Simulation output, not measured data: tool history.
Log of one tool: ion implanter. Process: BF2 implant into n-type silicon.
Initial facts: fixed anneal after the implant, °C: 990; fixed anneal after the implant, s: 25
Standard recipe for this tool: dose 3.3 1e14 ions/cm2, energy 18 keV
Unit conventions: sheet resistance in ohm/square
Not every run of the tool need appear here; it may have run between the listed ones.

run	day	dose	energy	wafers since the last listed run	hours since the last dose calibration	hours since the extraction supply was calibrated	hours since the gauge calibration	read-back reference wafer on the same gauge, sheet resistance	sheet resistance
1	0	3.3	18	0	692.1	2048	922	392.96	333.83
2	2.329	2.71	18	1215	748	2103.9	977.9	392.83	389.58
# day 2.683: gauge calibrated
3	3.662	2.71	18	696	780	2135.9	23.5	392.95	390.36
4	11.058	2.71	18	3860	957.5	2313.4	201	393.04	387.82
5	13.629	3.76	20	1341	1019.2	2375.1	262.7	393.03	296.89
6	16.488	3.76	20	1492	1087.8	2443.7	331.3	392.99	297.29
7	18.133	3.76	20	859	1127.3	2483.2	370.8	393.08	297.03
8	19.508	3.3	21	717	1160.3	2516.2	403.8	393.03	325.84
9	20.842	3.3	18	696	1192.3	2548.2	435.8	392.99	331.12
10	27.679	3.3	18	3569	1356.4	2712.3	599.9	392.93	332.29
# day 29.571: extraction supply calibrated
11	29.592	3.3	19.5	824	1402.3	0.5	645.8	393	329.15
12	31	3.3	19.5	735	1436.1	34.3	679.6	392.93	328.34
13	33.004	3.3	19.5	1046	1484.2	82.4	727.7	393.06	328.59
14	35.796	2.6	18	1457	1551.2	149.4	794.7	393.08	400.94
15	38.421	3.3	18	1370	1614.2	212.4	857.7	392.97	331.2
16	39.421	3.3	18	522	1638.2	236.4	881.7	392.84	331.3
17	46.192	3.86	18	3534	1800.7	398.9	1044.2	392.98	296.64
18	48.712	3.86	18	1315	1861.2	459.4	1104.7	393.04	296.23
# day 50.788: gauge calibrated
19	50.979	4.19	18	1183	1915.6	513.8	4.6	392.78	280.67
20	53.454	2.93	22	1291	1975	573.2	64	392.98	355.66
# day 54.3: Faraday cup replaced and dose calibrated
21	55.325	3.3	22	802	24.6	618.1	108.9	393	318.5
22	58.121	3.3	13	1459	91.7	685.2	176	392.97	348.64
23	60.908	2.8	15.5	1455	158.6	752.1	242.9	392.99	377.36
24	63.15	3.3	20.5	1170	212.4	805.9	296.7	392.97	317.92
25	65.362	2.61	20.5	1154	265.5	859	349.8	393.02	383.87
26	68.233	2.72	18	1498	334.4	927.9	418.7	392.97	376
27	70.617	3.66	22	1244	391.6	985.1	475.9	392.9	290.82
28	73.512	3.3	18	1511	461.1	1054.6	545.4	392.93	324.01
29	75.117	2.89	21	837	499.6	1093.1	583.9	392.84	351.49
# day 77.188: Faraday cup replaced and dose calibrated, repeated, since the last time left the tool worse
30	77.208	4.11	20	917	0.5	1143.3	634.1	393.16	285.45
31	78.667	3.79	23.5	761	35.5	1178.3	669.1	392.87	293.39
32	79.808	3.3	23.5	595	62.9	1205.7	696.5	392.95	327.42
33	82.554	2.93	15.5	1433	128.8	1271.6	762.4	393.09	379.17
34	84.542	3.3	18	1037	176.5	1319.3	810.1	392.94	338.96
35	86.704	2.42	23.5	1128	228.4	1371.2	862	392.89	423.45
36	88.504	3.3	18	939	271.6	1414.4	905.2	393.05	336.64
37	90.058	3.3	18	811	308.9	1451.7	942.5	392.97	337.46
38	91.738	4.1	18	876	349.2	1492	982.8	393.05	288.63

How the hidden state differs across the entries between the runs, from the last listed run before each to the first after it:
After run 2, before run 3: gauge calibrated (day 2.683)
  deviation of the true dose from the Faraday cup's reading, %: 2.07 -> 2.11
  what was measured, less what the result would be without the hidden state, sheet resistance: -6.53 -> -6.67 ohm/square
After run 10, before run 11: extraction supply calibrated (day 29.571)
  deviation of the true dose from the Faraday cup's reading, %: 2.61 -> 2.63
  what was measured, less what the result would be without the hidden state, sheet resistance: -6.49 -> -6.64 ohm/square
After run 18, before run 19: gauge calibrated (day 50.788)
  deviation of the true dose from the Faraday cup's reading, %: 2.81 -> 2.82
  what was measured, less what the result would be without the hidden state, sheet resistance: -5.72 -> -5.16 ohm/square
After run 20, before run 21: Faraday cup replaced and dose calibrated (day 54.3)
  deviation of the true dose from the Faraday cup's reading, %: 2.84 -> 5.11
  what was measured, less what the result would be without the hidden state, sheet resistance: -8.22 -> -12.8 ohm/square
After run 29, before run 30: Faraday cup replaced and dose calibrated, repeated, since the last time left the tool worse (day 77.188)
  deviation of the true dose from the Faraday cup's reading, %: 6.42 -> -0.301
  what was measured, less what the result would be without the hidden state, sheet resistance: -18.17 -> +0.61 ohm/square

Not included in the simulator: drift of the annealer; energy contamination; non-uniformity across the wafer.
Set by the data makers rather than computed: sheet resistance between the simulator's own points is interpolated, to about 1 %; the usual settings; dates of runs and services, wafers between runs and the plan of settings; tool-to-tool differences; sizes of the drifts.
